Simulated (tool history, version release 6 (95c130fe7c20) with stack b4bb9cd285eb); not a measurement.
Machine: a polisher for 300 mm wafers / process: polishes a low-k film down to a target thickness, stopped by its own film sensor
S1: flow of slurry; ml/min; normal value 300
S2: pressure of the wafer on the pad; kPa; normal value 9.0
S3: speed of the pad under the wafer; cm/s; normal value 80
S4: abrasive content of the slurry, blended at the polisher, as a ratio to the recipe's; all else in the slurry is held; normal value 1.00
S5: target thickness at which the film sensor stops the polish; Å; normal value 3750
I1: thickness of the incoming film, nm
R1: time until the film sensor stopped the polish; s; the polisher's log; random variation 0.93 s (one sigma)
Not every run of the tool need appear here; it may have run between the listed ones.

Run 1, hour 0.0: usual settings; I1 399.9. Result: R1 114.6 s.
Run 2, hour 127.9: usual settings; I1 399.7. Result: R1 115.5 s.
Run 3, hour 155.1: usual settings; I1 404.5. Result: R1 138.1 s.
Run 4, hour 186.3: usual settings; I1 400.6. Result: R1 121.8 s.
At hour 222.7: conditioning disc replaced and pad reconditioned.
Run 5, hour 255.3: usual settings but S3 98 cm/s; I1 403.7. Result: R1 123.4 s.
At hour 297.2: worn pad replaced by a new one.
Run 6, hour 320.3: usual settings but S1 260 ml/min, S2 10.3 kPa, S3 64 cm/s, S5 3820 Å; I1 398.7. Result: R1 93.0 s.
Run 7, hour 355.1: usual settings but S1 240 ml/min, S3 92 cm/s; I1 400.6. Result: R1 135.2 s.
Run 8, hour 382.8: usual settings but S3 64 cm/s; I1 396.5. Result: R1 127.3 s.
At hour 403.6: slurry blender recalibrated.
Run 9, hour 453.6: usual settings but S1 250 ml/min, S2 12.4 kPa, S4 1.15, S5 3700 Å; I1 401.5. Result: R1 162.0 s.
Run 10, hour 491.1: usual settings; I1 394.9. Result: R1 125.9 s.
Run 11, hour 523.5: usual settings but S3 88 cm/s; I1 397.6. Result: R1 156.0 s.
At hour 555.5: head pressure recalibrated.
Run 12, hour 557.6: usual settings but S1 210 ml/min, S2 8.3 kPa, S3 66 cm/s, S5 3680 Å; I1 397.5. Result: R1 866.8 s.
Run 13, hour 584.1: usual settings; I1 404.3. Result: R1 1431.9 s.
At hour 587.2: slurry nozzle cleaned.
Run 14, hour 623.4: usual settings but S1 345 ml/min, S2 11.0 kPa, S4 0.80, S5 3830 Å; I1 401.8. Result: R1 85.3 s.
At hour 651.1: conditioning disc replaced and pad reconditioned.
Run 15, hour 669.4: usual settings; I1 402.8. Result: R1 127.2 s.
Run 16, hour 717.0: usual settings but S3 94 cm/s; I1 402.6. Result: R1 114.7 s.
At hour 754.9: worn pad replaced by a new one.
Run 17, hour 767.1: usual settings but S2 10.3 kPa; I1 400.3. Result: R1 107.4 s.

Predict the results of run 18:
Run 18, hour 821.2: usual settings but S1 370 ml/min, S2 11.7 kPa, S3 90 cm/s, S5 3680 Å; I1 398.8. Result: R1 ?.

Run 18 gave R1 109.5 s.
If the tool had no hidden condition, the same run with the same run-to-run variation would have returned R1 108.4 s.
